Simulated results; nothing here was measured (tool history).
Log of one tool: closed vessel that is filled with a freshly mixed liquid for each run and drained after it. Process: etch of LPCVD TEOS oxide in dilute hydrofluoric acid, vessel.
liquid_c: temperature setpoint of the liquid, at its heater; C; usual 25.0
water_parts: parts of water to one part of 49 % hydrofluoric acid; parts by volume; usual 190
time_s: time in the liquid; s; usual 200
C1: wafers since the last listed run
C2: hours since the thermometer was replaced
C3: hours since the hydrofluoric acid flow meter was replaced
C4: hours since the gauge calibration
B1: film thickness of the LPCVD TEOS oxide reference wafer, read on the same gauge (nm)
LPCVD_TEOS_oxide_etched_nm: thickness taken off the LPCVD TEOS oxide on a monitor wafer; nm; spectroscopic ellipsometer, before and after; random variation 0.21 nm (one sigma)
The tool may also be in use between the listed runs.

Run 1, day 0.000: usual settings but time_s 135 s; C1 0; C2 1630.1; C3 228.4; C4 415.7; B1 149.99. Result: LPCVD_TEOS_oxide_etched_nm 17.08 nm.
Run 2, day 1.838: usual settings but time_s 135 s; C1 3360; C2 1674.2; C3 272.5; C4 459.8; B1 150.02. Result: LPCVD_TEOS_oxide_etched_nm 17.03 nm.
Run 3, day 3.800: usual settings but time_s 135 s; C1 3589; C2 1721.3; C3 319.6; C4 506.9; B1 149.99. Result: LPCVD_TEOS_oxide_etched_nm 17.33 nm.
Run 4, day 5.988: usual settings; C1 4000; C2 1773.8; C3 372.1; C4 559.4; B1 149.98. Result: LPCVD_TEOS_oxide_etched_nm 25.35 nm.
Run 5, day 7.875: usual settings; C1 3452; C2 1819.1; C3 417.4; C4 604.7; B1 150.02. Result: LPCVD_TEOS_oxide_etched_nm 25.49 nm.
Run 6, day 9.067: usual settings but water_parts 170 parts by volume; C1 2179; C2 1847.7; C3 446.0; C4 633.3; B1 150.02. Result: LPCVD_TEOS_oxide_etched_nm 29.10 nm.
Run 7, day 10.158: usual settings but water_parts 170 parts by volume; C1 1996; C2 1873.9; C3 472.2; C4 659.5; B1 149.99. Result: LPCVD_TEOS_oxide_etched_nm 29.31 nm.
Run 8, day 12.746: usual settings but water_parts 170 parts by volume; C1 4732; C2 1936.0; C3 534.3; C4 721.6; B1 150.00. Result: LPCVD_TEOS_oxide_etched_nm 29.12 nm.
Run 9, day 15.367: usual settings; C1 4793; C2 1998.9; C3 597.2; C4 784.5; B1 150.00. Result: LPCVD_TEOS_oxide_etched_nm 25.32 nm.
Run 10, day 17.212: usual settings; C1 3375; C2 2043.2; C3 641.5; C4 828.8; B1 149.99. Result: LPCVD_TEOS_oxide_etched_nm 25.65 nm.
At day 21.821: thermometer replaced.
At day 23.404: gauge calibrated.
Run 11, day 25.738: usual settings; C1 15514; C2 94.0; C3 846.1; C4 56.0; B1 149.99. Result: LPCVD_TEOS_oxide_etched_nm 25.56 nm.
At day 27.425: hydrofluoric acid flow meter replaced.
Run 12, day 28.446: usual settings; C1 4876; C2 159.0; C3 24.5; C4 121.0; B1 150.01. Result: LPCVD_TEOS_oxide_etched_nm 25.49 nm.
Run 13, day 30.867: usual settings; C1 4427; C2 217.1; C3 82.6; C4 179.1; B1 149.99. Result: LPCVD_TEOS_oxide_etched_nm 25.35 nm.
Run 14, day 33.796: usual settings but water_parts 150 parts by volume; C1 5357; C2 287.4; C3 152.9; C4 249.4; B1 150.00. Result: LPCVD_TEOS_oxide_etched_nm 33.98 nm.
Run 15, day 34.950: usual settings; C1 2110; C2 315.1; C3 180.6; C4 277.1; B1 150.02. Result: LPCVD_TEOS_oxide_etched_nm 25.87 nm.
Run 16, day 36.688: usual settings but water_parts 240 parts by volume; C1 3177; C2 356.8; C3 222.3; C4 318.8; B1 149.99. Result: LPCVD_TEOS_oxide_etched_nm 19.25 nm.
Run 17, day 38.583: usual settings but liquid_c 22.5 C, water_parts 275 parts by volume, time_s 155 s; C1 3467; C2 402.3; C3 267.8; C4 364.3; B1 150.00. Result: LPCVD_TEOS_oxide_etched_nm 11.52 nm.
Run 18, day 41.200: usual settings; C1 4785; C2 465.1; C3 330.6; C4 427.1; B1 150.00. Result: LPCVD_TEOS_oxide_etched_nm 25.10 nm.
Run 19, day 43.733: usual settings but liquid_c 20.0 C, water_parts 235 parts by volume, time_s 95 s; C1 4633; C2 525.9; C3 391.4; C4 487.9; B1 150.00. Result: LPCVD_TEOS_oxide_etched_nm 7.81 nm.
Run 20, day 45.567: usual settings but water_parts 260 parts by volume; C1 3352; C2 569.9; C3 435.4; C4 531.9; B1 150.00. Result: LPCVD_TEOS_oxide_etched_nm 17.31 nm.
Run 21, day 46.992: usual settings but water_parts 95 parts by volume; C1 2606; C2 604.1; C3 469.6; C4 566.1; B1 149.98. Result: LPCVD_TEOS_oxide_etched_nm 57.26 nm.
Run 22, day 49.708: usual settings; C1 4968; C2 669.3; C3 534.8; C4 631.3; B1 150.01. Result: LPCVD_TEOS_oxide_etched_nm 25.43 nm.
Run 23, day 50.796: usual settings but liquid_c 22.0 C, water_parts 260 parts by volume, time_s 85 s; C1 1988; C2 695.4; C3 560.9; C4 657.4; B1 149.99. Result: LPCVD_TEOS_oxide_etched_nm 6.60 nm.
Run 24, day 53.175: usual settings; C1 4351; C2 752.5; C3 618.0; C4 714.5; B1 150.00. Result: LPCVD_TEOS_oxide_etched_nm 25.73 nm.
Run 25, day 55.004: usual settings but liquid_c 27.5 C; C1 3345; C2 796.4; C3 661.9; C4 758.4; B1 149.99. Result: LPCVD_TEOS_oxide_etched_nm 28.03 nm.
Run 26, day 57.792: usual settings but liquid_c 23.0 C; C1 5097; C2 863.3; C3 728.8; C4 825.3; B1 150.02. Result: LPCVD_TEOS_oxide_etched_nm 23.77 nm.

3 ways to go on from here, each from the tool as it stands after run 26. What would each give?
Run A, day 57.821: usual settings; C1 53; C2 864.0; C3 729.5; C4 826.0; B1 ?. Result: LPCVD_TEOS_oxide_etched_nm ?.
Run B, day 57.821: usual settings but water_parts 115 parts by volume; C1 53; C2 864.0; C3 729.5; C4 826.0; B1 ?. Result: LPCVD_TEOS_oxide_etched_nm ?.
Run C, day 57.821: usual settings but water_parts 110 parts by volume; C1 53; C2 864.0; C3 729.5; C4 826.0; B1 ?. Result: LPCVD_TEOS_oxide_etched_nm ?.

run      B1  LPCVD_TEOS_oxide_etched_nm
  A  150.01                       25.61
  B  150.01                       46.19
  C  150.01                       48.58
Without the tool's hidden state the same runs would have given:
run  LPCVD_TEOS_oxide_etched_nm
  A                       25.61
  B                       46.19
  C                       48.58
